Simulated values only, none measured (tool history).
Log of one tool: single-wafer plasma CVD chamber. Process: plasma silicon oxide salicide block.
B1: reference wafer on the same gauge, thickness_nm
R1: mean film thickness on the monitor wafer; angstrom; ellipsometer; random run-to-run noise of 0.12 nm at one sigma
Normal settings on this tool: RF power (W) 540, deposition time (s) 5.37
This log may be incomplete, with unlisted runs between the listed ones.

Run 1, hour 0.0: usual settings; B1 57.014. Result: R1 554.73 angstrom.
Run 2, hour 65.3: usual settings but RF power (W) 565, deposition time (s) 5.86; B1 57.005. Result: R1 614.55 angstrom.
Run 3, hour 132.1: usual settings; B1 57.055. Result: R1 557.77 angstrom.
Run 4, hour 324.7: usual settings; B1 56.994. Result: R1 554.88 angstrom.
Run 5, hour 375.7: usual settings; B1 57.004. Result: R1 554.62 angstrom.
Run 6, hour 445.9: usual settings; B1 56.980. Result: R1 556.45 angstrom.
Run 7, hour 483.3: usual settings but deposition time (s) 6.04; B1 56.994. Result: R1 621.39 angstrom.
At hour 483.4: gauge calibrated.
Run 8, hour 522.2: usual settings; B1 57.028. Result: R1 552.72 angstrom.
Run 9, hour 569.2: usual settings; B1 57.005. Result: R1 554.75 angstrom.
Run 10, hour 616.2: usual settings; B1 56.977. Result: R1 554.36 angstrom.
Run 11, hour 822.4: usual settings; B1 56.948. Result: R1 553.65 angstrom.
At hour 838.4: RF generator calibrated.
Run 12, hour 860.7: usual settings; B1 56.937. Result: R1 546.76 angstrom.
Run 13, hour 897.5: usual settings; B1 57.050. Result: R1 547.58 angstrom.
Run 14, hour 937.4: usual settings but RF power (W) 605; B1 56.995. Result: R1 563.52 angstrom.
At hour 1002.5: showerhead replaced.
Run 15, hour 1003.0: usual settings but RF power (W) 460; B1 57.005. Result: R1 525.40 angstrom.
At hour 1050.4: RF generator calibrated, repeated, since the last time left the tool worse.
Run 16, hour 1066.8: usual settings but RF power (W) 565, deposition time (s) 5.67; B1 56.986. Result: R1 597.60 angstrom.
Run 17, hour 1107.4: usual settings but deposition time (s) 4.56; B1 56.993. Result: R1 475.68 angstrom.
Run 18, hour 1143.4: usual settings but RF power (W) 585, deposition time (s) 5.86; B1 56.979. Result: R1 621.53 angstrom.
Run 19, hour 1194.8: usual settings but RF power (W) 440, deposition time (s) 6.19; B1 57.004. Result: R1 609.65 angstrom.
Run 20, hour 1234.5: usual settings but RF power (W) 465, deposition time (s) 4.94; B1 56.986. Result: R1 492.84 angstrom.
Run 21, hour 1286.4: usual settings; B1 56.996. Result: R1 555.24 angstrom.
Run 22, hour 1310.7: usual settings but RF power (W) 450, deposition time (s) 4.33; B1 56.997. Result: R1 429.10 angstrom.
Run 23, hour 1490.2: usual settings; B1 56.983. Result: R1 554.87 angstrom.
Run 24, hour 1541.9: usual settings but RF power (W) 500, deposition time (s) 6.08; B1 56.993. Result: R1 615.13 angstrom.
Run 25, hour 1599.2: usual settings; B1 56.976. Result: R1 554.24 angstrom.

Below are 5 alternative next runs, each starting from the tool's condition after run 25. Predict each:
Run A, hour 1599.6: usual settings; B1 ?. Result: R1 ?.
Run B, hour 1599.6: usual settings but RF power (W) 585; B1 ?. Result: R1 ?.
Run C, hour 1599.6: usual settings but RF power (W) 480; B1 ?. Result: R1 ?.
Run D, hour 1599.6: usual settings but RF power (W) 505, deposition time (s) 5.75; B1 ?. Result: R1 ?.
Run E, hour 1599.6: usual settings but RF power (W) 465, deposition time (s) 6.12; B1 ?. Result: R1 ?.

run      B1      R1
  A  57.013  554.16
  B  57.013  565.35
  C  57.013  538.37
  D  57.013  583.65
  E  57.013  608.86
Take away the tool's hidden state, keep each run's random variation, and the runs would have read:
run      R1
  A  560.10
  B  571.41
  C  544.14
  D  589.91
  E  615.39
